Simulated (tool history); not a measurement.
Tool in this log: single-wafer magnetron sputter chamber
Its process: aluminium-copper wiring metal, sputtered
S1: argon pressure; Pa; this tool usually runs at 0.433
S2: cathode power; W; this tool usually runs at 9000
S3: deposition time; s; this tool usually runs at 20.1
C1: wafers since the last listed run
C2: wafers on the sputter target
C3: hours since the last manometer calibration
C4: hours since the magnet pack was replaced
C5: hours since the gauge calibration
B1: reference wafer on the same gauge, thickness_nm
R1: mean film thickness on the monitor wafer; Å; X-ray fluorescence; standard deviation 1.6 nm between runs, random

run	hour	S1	S2	S3	C1	C2	C3	C4	C5	B1	R1
1	0	0.382	9000	20.1	0	240	261.7	5654.9	558.1	293.148	3125.94
2	62.4	0.382	9000	20.1	1727	1968	324.1	5717.3	620.5	292.733	3155.48
3	126.8	0.433	9000	20.1	1782	3751	388.5	5781.7	684.9	292.843	3064.73
4	187	0.433	9000	20.1	1666	5417	448.7	5841.9	745.1	292.814	3063.79
5	218.3	0.433	9000	20.1	866	6284	480	5873.2	776.4	292.382	3082.47
# hour 267.1: sputter target and shields replaced
6	275.5	0.433	9000	20.1	1362	232	537.2	5930.4	833.6	292.98	3066.8
7	315.3	0.433	9600	20.1	1101	1333	577	5970.2	873.4	293.163	3230.64
8	349.1	0.433	9000	20.1	935	2269	610.8	6004	907.2	292.817	3063.46
9	388.4	0.433	9000	20.1	1087	3357	650.1	6043.3	946.5	293.441	3065.51
10	430.9	0.433	9000	20.1	1176	4534	692.6	6085.8	989	292.709	3047.3
11	462.4	0.433	10500	20.1	872	5406	724.1	6117.3	1020.5	293.451	3524.67
# hour 480.8: gauge calibrated
12	527.7	0.433	9000	20.1	1807	7213	789.4	6182.6	46.9	292.674	3018.51
# hour 545.8: sputter target and shields replaced
13	565.1	0.433	8300	20.1	813	534	826.8	6220	84.3	293.378	2839.8
14	590.2	0.433	8300	20.1	694	1229	851.9	6245.1	109.4	292.776	2852.14
15	635.6	0.504	10050	16.3	1256	2486	897.3	6290.5	154.8	293.425	2627.7
16	788.3	0.328	9550	21.8	4227	6713	1050	6443.2	307.5	293.189	3677.27
# hour 815.7: sputter target and shields replaced
17	839.1	0.433	9000	20.1	1184	646	1100.8	6494	358.3	292.689	2985.41
18	872.8	0.433	6900	22.1	932	1579	1134.5	6527.7	392	293.129	2631.89
# hour 942.9: magnet pack replaced
19	943.4	0.563	9000	18.1	1732	3312	1205.1	0.5	462.6	293.522	2492.14
# hour 990.6: capacitance manometer re-zeroed and calibrated
20	1001.3	0.433	9000	20.1	1381	4693	10.7	58.4	520.5	292.681	3054.77
21	1044.4	0.376	9000	20.1	1193	5887	53.8	101.5	563.6	292.915	3160.97
22	1073.7	0.433	6900	22.1	811	6698	83.1	130.8	592.9	293.125	2649.24
23	1124.8	0.562	9000	20.1	1414	8112	134.2	181.9	644	293.102	2831.27
# hour 1140.2: sputter target and shields replaced
24	1190.8	0.571	8300	23.4	1605	1401	200.2	247.9	710	292.843	3069.31
25	1239.2	0.361	9000	22.2	1339	2741	248.6	296.3	758.4	292.688	3524.43
26	1282.8	0.433	9000	18.4	1206	3948	292.2	339.9	802	292.774	2789.37
# hour 1284.4: gauge calibrated
27	1337.8	0.261	11050	23.5	1522	5471	347.2	394.9	53.4	293.217	4718.17
# hour 1389.6: sputter target and shields replaced
28	1390.1	0.433	9000	20.1	1226	13	399.5	447.2	105.7	292.586	3036.05
29	1426.6	0.433	9000	20.1	1010	1024	436	483.7	142.2	293.172	3048.95

Forecast each of these 3 alternatives for the next run:
A	1427	0.433	9000	20.1	11	1035	436.4	484.1	142.6	?	?
B	1427	0.285	10100	22.4	11	1035	436.4	484.1	142.6	?	?
C	1427	0.596	9000	16.9	11	1035	436.4	484.1	142.6	?	?

run	B1	R1
A	293.047	3047.38
B	293.047	4100.04
C	293.047	2344.75
What these runs would have given with no unlogged condition in the tool:
run	R1
A	3071.34
B	4121.51
C	2369.51
